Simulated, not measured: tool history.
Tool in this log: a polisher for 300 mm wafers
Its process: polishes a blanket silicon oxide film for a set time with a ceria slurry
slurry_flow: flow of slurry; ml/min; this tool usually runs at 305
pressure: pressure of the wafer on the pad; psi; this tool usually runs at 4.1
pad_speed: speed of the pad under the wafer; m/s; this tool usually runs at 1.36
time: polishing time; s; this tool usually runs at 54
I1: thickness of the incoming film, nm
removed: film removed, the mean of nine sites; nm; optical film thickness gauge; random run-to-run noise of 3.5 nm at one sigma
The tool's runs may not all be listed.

run 1 day=0.000 | slurry_flow=305 pressure=4.1 pad_speed=1.36 time=54 | I1=1217.1 | removed=342.2
run 2 day=1.375 | slurry_flow=305 pressure=4.1 pad_speed=1.36 time=54 | I1=1199.0 | removed=341.1
run 3 day=2.338 | slurry_flow=305 pressure=4.1 pad_speed=1.60 time=54 | I1=1188.4 | removed=392.3
-- day=2.812 worn pad replaced by a new one
run 4 day=3.233 | slurry_flow=305 pressure=4.1 pad_speed=1.60 time=54 | I1=1199.4 | removed=400.0
run 5 day=4.542 | slurry_flow=305 pressure=4.1 pad_speed=1.60 time=54 | I1=1197.1 | removed=397.9
run 6 day=5.712 | slurry_flow=305 pressure=4.1 pad_speed=1.36 time=54 | I1=1207.3 | removed=330.0
run 7 day=7.125 | slurry_flow=305 pressure=4.1 pad_speed=1.36 time=54 | I1=1198.1 | removed=335.7
-- day=8.154 worn pad replaced by a new one
run 8 day=8.175 | slurry_flow=305 pressure=4.1 pad_speed=1.64 time=54 | I1=1199.9 | removed=402.3
run 9 day=8.754 | slurry_flow=305 pressure=4.1 pad_speed=1.64 time=54 | I1=1209.9 | removed=401.9
-- day=9.262 slurry nozzle cleaned
run 10 day=10.167 | slurry_flow=305 pressure=4.1 pad_speed=1.64 time=54 | I1=1203.4 | removed=402.4
run 11 day=10.992 | slurry_flow=305 pressure=4.1 pad_speed=1.36 time=54 | I1=1200.8 | removed=333.5
run 12 day=12.792 | slurry_flow=305 pressure=3.8 pad_speed=1.36 time=54 | I1=1174.8 | removed=310.2
-- day=13.725 worn pad replaced by a new one
run 13 day=13.746 | slurry_flow=305 pressure=4.1 pad_speed=1.60 time=54 | I1=1196.1 | removed=389.0
run 14 day=14.938 | slurry_flow=305 pressure=4.1 pad_speed=1.36 time=54 | I1=1208.8 | removed=325.1
run 15 day=15.846 | slurry_flow=215 pressure=4.1 pad_speed=1.60 time=54 | I1=1220.7 | removed=376.9
run 16 day=16.662 | slurry_flow=340 pressure=4.1 pad_speed=1.60 time=60 | I1=1188.9 | removed=432.2
run 17 day=18.050 | slurry_flow=375 pressure=4.1 pad_speed=1.36 time=64 | I1=1201.3 | removed=390.3
run 18 day=19.167 | slurry_flow=305 pressure=4.1 pad_speed=1.36 time=54 | I1=1190.4 | removed=324.0
-- day=19.683 head pressure recalibrated
-- day=19.688 worn pad replaced by a new one, of another model than before
run 19 day=20.596 | slurry_flow=330 pressure=3.1 pad_speed=0.92 time=54 | I1=1193.5 | removed=229.0
run 20 day=22.017 | slurry_flow=395 pressure=5.1 pad_speed=1.06 time=44 | I1=1194.8 | removed=304.8
run 21 day=22.767 | slurry_flow=240 pressure=4.1 pad_speed=1.36 time=54 | I1=1180.0 | removed=356.0
run 22 day=24.008 | slurry_flow=305 pressure=4.1 pad_speed=1.52 time=54 | I1=1206.2 | removed=405.8
-- day=24.338 worn pad replaced by a new one
run 23 day=25.246 | slurry_flow=305 pressure=4.1 pad_speed=1.56 time=54 | I1=1206.1 | removed=410.5
run 24 day=26.742 | slurry_flow=305 pressure=3.2 pad_speed=1.66 time=66 | I1=1197.7 | removed=445.0

Forecast each of these 3 alternatives for the next run:
run A day=26.758 | slurry_flow=305 pressure=4.1 pad_speed=1.80 time=54 | I1=1193.8 | removed=?
run B day=26.758 | slurry_flow=255 pressure=4.1 pad_speed=1.36 time=38 | I1=1193.8 | removed=?
run C day=26.758 | slurry_flow=275 pressure=3.6 pad_speed=1.36 time=69 | I1=1193.8 | removed=?

run=A removed=457.9
run=B removed=252.0
run=C removed=422.1
Without the tool's hidden state the same runs would have given:
run=A removed=457.2
run=B removed=251.6
run=C removed=421.5
